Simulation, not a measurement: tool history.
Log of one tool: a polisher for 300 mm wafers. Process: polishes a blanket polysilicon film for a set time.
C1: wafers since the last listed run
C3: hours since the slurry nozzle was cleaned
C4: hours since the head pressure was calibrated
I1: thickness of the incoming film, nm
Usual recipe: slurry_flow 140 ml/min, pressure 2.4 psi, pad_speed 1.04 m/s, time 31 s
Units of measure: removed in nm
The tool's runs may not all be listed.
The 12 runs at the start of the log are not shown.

{"run": 13, "hour": 1081.4, "slurry_flow": 140, "pressure": 2.4, "pad_speed": 1.04, "time": 31, "C1": 847, "wafers polished on this pad": 9989, "C3": 96.1, "C4": 829.7, "I1": 2213.2, "removed": 256.3}
{"hour": 1192.2, "done": "worn pad replaced by a new one"}
{"run": 14, "hour": 1207.3, "slurry_flow": 140, "pressure": 2.9, "pad_speed": 1.04, "time": 35, "C1": 1663, "wafers polished on this pad": 206, "C3": 222.0, "C4": 955.6, "I1": 2242.8, "removed": 356.4}
{"run": 15, "hour": 1260.3, "slurry_flow": 140, "pressure": 2.7, "pad_speed": 0.92, "time": 40, "C1": 723, "wafers polished on this pad": 929, "C3": 275.0, "C4": 1008.6, "I1": 2218.1, "removed": 336.5}
{"run": 16, "hour": 1299.5, "slurry_flow": 140, "pressure": 2.4, "pad_speed": 1.04, "time": 31, "C1": 534, "wafers polished on this pad": 1464, "C3": 314.2, "C4": 1047.8, "I1": 2217.3, "removed": 256.2}
{"run": 17, "hour": 1336.8, "slurry_flow": 140, "pressure": 2.4, "pad_speed": 1.18, "time": 31, "C1": 508, "wafers polished on this pad": 1973, "C3": 351.5, "C4": 1085.1, "I1": 2238.9, "removed": 274.9}
{"run": 18, "hour": 1395.2, "slurry_flow": 140, "pressure": 2.4, "pad_speed": 0.76, "time": 31, "C1": 796, "wafers polished on this pad": 2769, "C3": 409.9, "C4": 1143.5, "I1": 2176.2, "removed": 185.7}
{"run": 19, "hour": 1449.7, "slurry_flow": 100, "pressure": 2.4, "pad_speed": 1.28, "time": 37, "C1": 743, "wafers polished on this pad": 3513, "C3": 464.4, "C4": 1198.0, "I1": 2223.5, "removed": 335.1}
{"hour": 1510.1, "done": "head pressure recalibrated"}
{"run": 20, "hour": 1520.2, "slurry_flow": 140, "pressure": 2.4, "pad_speed": 1.04, "time": 31, "C1": 934, "wafers polished on this pad": 4448, "C3": 534.9, "C4": 10.1, "I1": 2193.0, "removed": 252.7}
{"run": 21, "hour": 1601.8, "slurry_flow": 160, "pressure": 1.7, "pad_speed": 1.4, "time": 38, "C1": 1113, "wafers polished on this pad": 5561, "C3": 616.5, "C4": 91.7, "I1": 2221.9, "removed": 288.9}
{"hour": 1762.9, "done": "slurry nozzle cleaned"}
{"run": 22, "hour": 1880.6, "slurry_flow": 140, "pressure": 2.4, "pad_speed": 1.04, "time": 31, "C1": 3790, "wafers polished on this pad": 9352, "C3": 117.7, "C4": 370.5, "I1": 2228.5, "removed": 259.0}
{"run": 23, "hour": 1961.6, "slurry_flow": 125, "pressure": 2.4, "pad_speed": 1.04, "time": 31, "C1": 1105, "wafers polished on this pad": 10457, "C3": 198.7, "C4": 451.5, "I1": 2228.7, "removed": 256.6}
{"hour": 1969.3, "done": "worn pad replaced by a new one"}
{"run": 24, "hour": 2003.3, "slurry_flow": 115, "pressure": 3.0, "pad_speed": 1.18, "time": 22, "C1": 514, "wafers polished on this pad": 464, "C3": 240.4, "C4": 493.2, "I1": 2210.2, "removed": 241.3}
{"run": 25, "hour": 2054.1, "slurry_flow": 140, "pressure": 2.4, "pad_speed": 1.04, "time": 31, "C1": 693, "wafers polished on this pad": 1157, "C3": 291.2, "C4": 544.0, "I1": 2219.6, "removed": 256.6}
{"run": 26, "hour": 2104.7, "slurry_flow": 140, "pressure": 1.8, "pad_speed": 1.04, "time": 31, "C1": 690, "wafers polished on this pad": 1848, "C3": 341.8, "C4": 594.6, "I1": 2203.8, "removed": 187.9}
{"run": 27, "hour": 2143.2, "slurry_flow": 185, "pressure": 2.4, "pad_speed": 1.28, "time": 38, "C1": 525, "wafers polished on this pad": 2373, "C3": 380.3, "C4": 633.1, "I1": 2175.5, "removed": 392.9}
{"run": 28, "hour": 2226.7, "slurry_flow": 140, "pressure": 3.1, "pad_speed": 1.04, "time": 31, "C1": 1139, "wafers polished on this pad": 3512, "C3": 463.8, "C4": 716.6, "I1": 2226.4, "removed": 326.0}
{"run": 29, "hour": 2265.5, "slurry_flow": 120, "pressure": 2.9, "pad_speed": 0.7, "time": 27, "C1": 529, "wafers polished on this pad": 4042, "C3": 502.6, "C4": 755.4, "I1": 2247.7, "removed": 178.4}
{"run": 30, "hour": 2309.0, "slurry_flow": 140, "pressure": 2.0, "pad_speed": 1.2, "time": 31, "C1": 593, "wafers polished on this pad": 4635, "C3": 546.1, "C4": 798.9, "I1": 2214.4, "removed": 240.6}
{"run": 31, "hour": 2391.1, "slurry_flow": 140, "pressure": 2.4, "pad_speed": 1.32, "time": 31, "C1": 1120, "wafers polished on this pad": 5755, "C3": 628.2, "C4": 881.0, "I1": 2221.8, "removed": 304.6}
{"run": 32, "hour": 2440.4, "slurry_flow": 140, "pressure": 2.4, "pad_speed": 0.94, "time": 25, "C1": 672, "wafers polished on this pad": 6428, "C3": 677.5, "C4": 930.3, "I1": 2222.2, "removed": 184.2}
{"run": 33, "hour": 2515.7, "slurry_flow": 120, "pressure": 2.4, "pad_speed": 1.04, "time": 31, "C1": 1027, "wafers polished on this pad": 7455, "C3": 752.8, "C4": 1005.6, "I1": 2229.2, "removed": 235.9}
{"run": 34, "hour": 2561.1, "slurry_flow": 140, "pressure": 3.1, "pad_speed": 1.04, "time": 36, "C1": 619, "wafers polished on this pad": 8075, "C3": 798.2, "C4": 1051.0, "I1": 2262.7, "removed": 358.9}
{"hour": 2616.2, "done": "worn pad replaced by a new one"}
{"run": 35, "hour": 2625.8, "slurry_flow": 140, "pressure": 1.9, "pad_speed": 0.82, "time": 27, "C1": 828, "wafers polished on this pad": 131, "C3": 862.9, "C4": 1115.7, "I1": 2218.7, "removed": 133.9}
{"run": 36, "hour": 2733.5, "slurry_flow": 140, "pressure": 2.0, "pad_speed": 1.04, "time": 31, "C1": 1469, "wafers polished on this pad": 1600, "C3": 970.6, "C4": 1223.4, "I1": 2262.8, "removed": 197.1}
{"hour": 2760.5, "done": "slurry nozzle cleaned"}
{"run": 37, "hour": 2908.5, "slurry_flow": 140, "pressure": 3.0, "pad_speed": 0.88, "time": 31, "C1": 2374, "wafers polished on this pad": 3975, "C3": 148.0, "C4": 1398.4, "I1": 2211.3, "removed": 274.2}

Forecast each of these 4 alternatives for the next run:
{"run": "A", "hour": 2908.9, "slurry_flow": 140, "pressure": 2.4, "pad_speed": 1.04, "time": 31, "C1": 5, "wafers polished on this pad": 3980, "C3": 148.4, "C4": 1398.8, "I1": 2238.9, "removed": "?"}
{"run": "B", "hour": 2908.9, "slurry_flow": 105, "pressure": 2.4, "pad_speed": 1.04, "time": 21, "C1": 5, "wafers polished on this pad": 3980, "C3": 148.4, "C4": 1398.8, "I1": 2238.9, "removed": "?"}
{"run": "C", "hour": 2908.9, "slurry_flow": 160, "pressure": 2.0, "pad_speed": 1.04, "time": 31, "C1": 5, "wafers polished on this pad": 3980, "C3": 148.4, "C4": 1398.8, "I1": 2238.9, "removed": "?"}
{"run": "D", "hour": 2908.9, "slurry_flow": 170, "pressure": 2.9, "pad_speed": 0.78, "time": 24, "C1": 5, "wafers polished on this pad": 3980, "C3": 148.4, "C4": 1398.8, "I1": 2238.9, "removed": "?"}

run=A removed=257.8
run=B removed=165.1
run=C removed=219.9
run=D removed=194.4
With the hidden condition removed and each run's random variation left untouched, the same runs would have given:
run=A removed=265.4
run=B removed=171.0
run=C removed=225.7
run=D removed=199.3
